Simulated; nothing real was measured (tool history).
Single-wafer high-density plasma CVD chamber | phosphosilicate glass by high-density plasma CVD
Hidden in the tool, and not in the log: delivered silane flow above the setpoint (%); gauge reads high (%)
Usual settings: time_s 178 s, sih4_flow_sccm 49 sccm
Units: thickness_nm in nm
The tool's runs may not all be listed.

run      day  time_s  sih4_flow_sccm  wafers since the last listed run  hours since the silane flow controller was replaced  hours since the gauge calibration  read-back reference wafer on the same gauge, thickness_nm  thickness_nm
  1    0.000     171              45                                 0                                                387.0                              374.4                                                    840.648       725.259
  2    3.712     171              45                               878                                                476.1                              463.5                                                    840.856       723.618
  3    5.700     171              45                               470                                                523.8                              511.2                                                    840.937       721.457
  4    9.504     178              43                               900                                                615.1                              602.5                                                    841.362       721.870
  5   12.196     178              49                               637                                                679.7                              667.1                                                    840.605       812.250
  6   24.042     178              49                              2803                                                964.0                              951.4                                                    841.152       819.935
  7   26.071     178              49                               480                                               1012.7                             1000.1                                                    841.324       819.515
  8   28.704     165              49                               623                                               1075.9                             1063.3                                                    841.004       757.441
  9   37.896     178              49                              2175                                               1296.5                             1283.9                                                    840.473       821.212
 10   47.438     178              49                              2258                                               1525.5                             1512.9                                                    841.404       817.558
 11   49.471     178              49                               481                                               1574.3                             1561.7                                                    840.850       822.041
 12   52.188     178              49                               642                                               1639.5                             1626.9                                                    841.516       819.797
 13   56.088     178              49                               923                                               1733.1                             1720.5                                                    840.953       820.421
      56.717  -- gauge calibrated
 14   60.133     178              49                               957                                               1830.2                               82.0                                                    840.711       815.721
 15   61.862     178              49                               409                                               1871.7                              123.5                                                    840.984       816.950
 16   64.042     178              49                               515                                               1924.0                              175.8                                                    840.821       813.697
 17   68.442     193              43                              1041                                               2029.6                              281.4                                                    841.052       778.243
 18   72.512     178              49                               963                                               2127.3                              379.1                                                    840.944       813.261
      73.900  -- silane flow controller replaced
 19   75.108     178              49                               535                                                 29.0                              441.4                                                    841.077       819.296
 20   77.033     206              43                               455                                                 75.2                              487.6                                                    840.746       826.745
 21   80.908     193              46                               917                                                168.2                              580.6                                                    840.947       834.555
 22   82.538     213              45                               385                                                207.3                              619.7                                                    841.283       902.505
 23   84.321     178              57                               422                                                250.1                              662.5                                                    840.763       958.089
 24   86.892     178              49                               608                                                311.8                              724.2                                                    841.095       819.060
 25   90.125     190              42                               765                                                389.4                              801.8                                                    840.913       750.497
 26   93.092     151              54                               702                                                460.6                              873.0                                                    841.485       765.581
 27   97.575     188              52                              1061                                                568.2                              980.6                                                    840.882       913.961
 28  102.025     201              58                              1053                                                675.0                             1087.4                                                    840.922      1098.636
 29  103.575     178              45                               366                                                712.2                             1124.6                                                    840.931       751.267
 30  106.846     210              49                               774                                                790.7                             1203.1                                                    841.146       961.412
 31  110.642     178              49                               898                                                881.8                             1294.2                                                    841.383       818.593

Run 32 comes next. What will it give?
 32  112.800     178              49                               510                                                933.6                             1346.0                                                          ?             ?

Run 32 gave read-back reference wafer on the same gauge, thickness_nm 841.028, thickness_nm 812.250 nm.
Without the tool's hidden state the same run would have given thickness_nm 812.250 nm.
